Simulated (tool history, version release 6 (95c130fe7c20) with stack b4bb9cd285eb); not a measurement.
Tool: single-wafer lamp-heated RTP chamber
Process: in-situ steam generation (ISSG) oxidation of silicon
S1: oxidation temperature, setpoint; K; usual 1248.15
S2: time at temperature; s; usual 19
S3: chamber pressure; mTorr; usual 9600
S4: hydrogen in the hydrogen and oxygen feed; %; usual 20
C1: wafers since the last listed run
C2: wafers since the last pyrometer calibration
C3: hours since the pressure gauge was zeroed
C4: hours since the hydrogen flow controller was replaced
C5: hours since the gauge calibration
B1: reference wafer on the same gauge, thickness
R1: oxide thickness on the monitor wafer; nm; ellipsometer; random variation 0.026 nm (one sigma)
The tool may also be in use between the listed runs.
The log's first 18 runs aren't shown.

| run | day | S1 | S2 | S3 | S4 | C1 | C2 | C3 | C4 | C5 | B1 | R1 |
|---|---|---|---|---|---|---|---|---|---|---|---|---|
|  | 50.35 | pressure gauge zeroed |
| 19 | 50.371 | 1230.15 | 27 | 9100 | 12 | 614 | 3731 | 0.5 | 311.4 | 119.1 | 4.303 | 4.463 |
| 20 | 52.858 | 1256.15 | 19 | 9600 | 20 | 1027 | 4758 | 60.2 | 371.1 | 178.8 | 4.3 | 4.667 |
| 21 | 54.862 | 1248.15 | 25 | 9600 | 20 | 827 | 5586 | 108.3 | 419.2 | 226.9 | 4.302 | 5.191 |
| 22 | 56.179 | 1248.15 | 19 | 9600 | 28 | 543 | 6130 | 139.9 | 450.8 | 258.5 | 4.298 | 4.895 |
| 23 | 57.521 | 1248.15 | 19 | 9600 | 20 | 554 | 6684 | 172.1 | 483 | 290.7 | 4.306 | 4.569 |
|  | 59.408 | pyrometer window cleaned and pyrometer calibrated |
| 24 | 60.371 | 1266.15 | 17 | 9600 | 20 | 1039 | 397 | 240.5 | 551.4 | 359.1 | 4.297 | 4.43 |
| 25 | 63.296 | 1234.15 | 19 | 9600 | 11 | 1207 | 1605 | 310.7 | 621.6 | 429.3 | 4.298 | 3.731 |
| 26 | 65.712 | 1248.15 | 23 | 9600 | 20 | 997 | 2603 | 368.7 | 679.6 | 487.3 | 4.299 | 4.818 |
| 27 | 74.442 | 1257.15 | 23 | 9600 | 11 | 3604 | 6208 | 578.2 | 889.1 | 696.8 | 4.302 | 4.514 |
| 28 | 75.758 | 1248.15 | 19 | 9600 | 20 | 543 | 6752 | 609.8 | 920.7 | 728.4 | 4.298 | 4.492 |
| 29 | 77.762 | 1248.15 | 19 | 9600 | 20 | 827 | 7579 | 657.9 | 968.8 | 776.5 | 4.296 | 4.56 |
|  | 79.304 | pyrometer window cleaned and pyrometer calibrated |
| 30 | 79.438 | 1260.15 | 16 | 9600 | 20 | 554 | 54 | 698.1 | 1009 | 816.7 | 4.3 | 4.276 |
| 31 | 81.688 | 1248.15 | 19 | 9600 | 20 | 929 | 983 | 752.1 | 1063 | 870.7 | 4.3 | 4.428 |

4 ways to go on from here, each from the tool as it stands after run 31. What would each give?
| A | 81.704 | 1248.15 | 19 | 9600 | 15 | 6 | 990 | 752.5 | 1063.4 | 871.1 | ? | ? |
| B | 81.704 | 1264.15 | 19 | 10200 | 16 | 6 | 990 | 752.5 | 1063.4 | 871.1 | ? | ? |
| C | 81.704 | 1248.15 | 26 | 10100 | 20 | 6 | 990 | 752.5 | 1063.4 | 871.1 | ? | ? |
| D | 81.704 | 1237.15 | 17 | 9600 | 20 | 6 | 990 | 752.5 | 1063.4 | 871.1 | ? | ? |

| run | B1 | R1 |
|---|---|---|
| A | 4.295 | 4.132 |
| B | 4.295 | 4.395 |
| C | 4.295 | 5.016 |
| D | 4.295 | 4.041 |
Without the tool's hidden state the same runs would have given:
| run | R1 |
|---|---|
| A | 4.106 |
| B | 4.364 |
| C | 4.98 |
| D | 4.018 |

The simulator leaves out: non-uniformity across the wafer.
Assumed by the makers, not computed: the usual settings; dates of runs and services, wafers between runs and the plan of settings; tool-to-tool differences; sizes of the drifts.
